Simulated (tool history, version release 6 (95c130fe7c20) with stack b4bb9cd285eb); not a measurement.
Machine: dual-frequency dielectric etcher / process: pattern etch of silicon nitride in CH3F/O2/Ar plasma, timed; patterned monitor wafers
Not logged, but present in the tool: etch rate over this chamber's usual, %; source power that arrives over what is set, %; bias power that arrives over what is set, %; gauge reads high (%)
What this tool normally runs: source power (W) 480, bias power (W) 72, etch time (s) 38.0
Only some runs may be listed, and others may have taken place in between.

run    hour  source power (W)  bias power (W)  etch time (s)  wafers since the last listed run  hours since the last wet clean  hours since the last source power generator calibration  hours since the last bias power generator calibration  hours since the last upper electrode change  hours since the gauge calibration  read-back reference wafer on the same gauge, depth_nm  mean etch depth across the wafer (angstrom)
  1     0.0               480              72           38.0                                 0                           389.3                                                   3523.1                                                 1944.8                                       2194.3                              393.6                                                  31.70                                        285.4
  2    59.6               480              72           38.0                               817                           448.9                                                   3582.7                                                 2004.4                                       2253.9                              453.2                                                  31.75                                        290.5
      107.4  -- wet clean of the chamber
  3   122.4               480              72           38.0                               532                            15.0                                                   3645.5                                                 2067.2                                       2316.7                              516.0                                                  31.72                                        286.1
  4   187.5               480              72           38.0                               893                            80.1                                                   3710.6                                                 2132.3                                       2381.8                              581.1                                                  31.72                                        290.2
  5   224.5               480              72           38.0                               507                           117.1                                                   3747.6                                                 2169.3                                       2418.8                              618.1                                                  31.72                                        288.1
  6   275.6               480              72           38.0                               701                           168.2                                                   3798.7                                                 2220.4                                       2469.9                              669.2                                                  31.69                                        287.7
  7   334.3               480              72           38.0                               805                           226.9                                                   3857.4                                                 2279.1                                       2528.6                              727.9                                                  31.69                                        290.2
  8   382.8               480              72           38.0                               665                           275.4                                                   3905.9                                                 2327.6                                       2577.1                              776.4                                                  31.71                                        285.5
  9   421.2               480              72           38.0                               526                           313.8                                                   3944.3                                                 2366.0                                       2615.5                              814.8                                                  31.70                                        288.5
 10   509.5               480              72           38.0                              1211                           402.1                                                   4032.6                                                 2454.3                                       2703.8                              903.1                                                  31.68                                        286.9
      570.0  -- wet clean of the chamber
 11   595.7               480              72           38.0                               853                            25.7                                                   4118.8                                                 2540.5                                       2790.0                              989.3                                                  31.67                                        287.3
 12   666.1               400              86           38.0                               965                            96.1                                                   4189.2                                                 2610.9                                       2860.4                             1059.7                                                  31.70                                        301.7
      675.2  -- bias power generator calibrated
      690.6  -- upper electrode replaced
      704.3  -- source power generator calibrated
 13   738.5               400              72           32.5                               671                           168.5                                                     34.2                                                   63.3                                         47.9                             1132.1                                                  31.69                                        229.6
 14   791.2               550              72           38.0                               723                           221.2                                                     86.9                                                  116.0                                        100.6                             1184.8                                                  31.68                                        292.0
 15   892.6               480              72           38.0                              1391                           322.6                                                    188.3                                                  217.4                                        202.0                             1286.2                                                  31.72                                        282.3
 16   998.4               580              58           38.0                              1451                           428.4                                                    294.1                                                  323.2                                        307.8                             1392.0                                                  31.71                                        267.8
     1051.7  -- wet clean of the chamber
 17  1052.2               520              67           31.5                               408                             0.5                                                    347.9                                                  377.0                                        361.6                             1445.8                                                  31.72                                        231.6
 18  1108.7               480              72           38.0                               775                            57.0                                                    404.4                                                  433.5                                        418.1                             1502.3                                                  31.65                                        283.9
 19  1180.6               510              72           45.5                               986                           128.9                                                    476.3                                                  505.4                                        490.0                             1574.2                                                  31.74                                        345.6
 20  1252.9               480              72           38.0                               991                           201.2                                                    548.6                                                  577.7                                        562.3                             1646.5                                                  31.70                                        281.1
 21  1313.6               480              72           38.0                               832                           261.9                                                    609.3                                                  638.4                                        623.0                             1707.2                                                  31.69                                        283.3
 22  1418.1               480              84           32.0                              1433                           366.4                                                    713.8                                                  742.9                                        727.5                             1811.7                                                  31.69                                        261.8
     1434.9  -- gauge calibrated
 23  1513.1               390              58           29.5                              1303                           461.4                                                    808.8                                                  837.9                                        822.5                               78.2                                                  31.68                                        186.0
     1561.9  -- wet clean of the chamber
 24  1600.7               480              72           28.0                               872                            38.8                                                    896.4                                                  925.5                                        910.1                              165.8                                                  31.69                                        209.9
 25  1696.2               520              72           32.5                              1310                           134.3                                                    991.9                                                 1021.0                                       1005.6                              261.3                                                  31.68                                        247.5
 26  1769.2               590              54           38.0                              1001                           207.3                                                   1064.9                                                 1094.0                                       1078.6                              334.3                                                  31.71                                        260.4
 27  1825.4               480              72           38.0                               771                           263.5                                                   1121.1                                                 1150.2                                       1134.8                              390.5                                                  31.69                                        285.4
     1970.6  -- wet clean of the chamber
 28  2139.9               480              66           38.0                              3985                           169.3                                                   1435.6                                                 1464.7                                       1449.3                              705.0                                                  31.71                                        274.6
 29  2199.8               360              60           38.0                               821                           229.2                                                   1495.5                                                 1524.6                                       1509.2                              764.9                                                  31.71                                        242.8
 30  2297.7               480              72           38.0                              1343                           327.1                                                   1593.4                                                 1622.5                                       1607.1                              862.8                                                  31.69                                        289.6

Forecast each of these 4 alternatives for the next run:
  A  2298.1               480              72           43.5                                 5                           327.5                                                   1593.8                                                 1622.9                                       1607.5                              863.2                                                      ?                                            ?
  B  2298.1               430              72           48.5                                 5                           327.5                                                   1593.8                                                 1622.9                                       1607.5                              863.2                                                      ?                                            ?
  C  2298.1               540              72           38.0                                 5                           327.5                                                   1593.8                                                 1622.9                                       1607.5                              863.2                                                      ?                                            ?
  D  2298.1               380              66           41.0                                 5                           327.5                                                   1593.8                                                 1622.9                                       1607.5                              863.2                                                      ?                                            ?

run  read-back reference wafer on the same gauge, depth_nm  mean etch depth across the wafer (angstrom)
  A                                                  31.71                                        327.8
  B                                                  31.71                                        355.3
  C                                                  31.71                                        295.5
  D                                                  31.71                                        278.2
Stripped of hidden state, with their random variation kept, the same runs would have yielded:
run  mean etch depth across the wafer (angstrom)
  A                                        321.2
  B                                        348.1
  C                                        289.6
  D                                        272.7
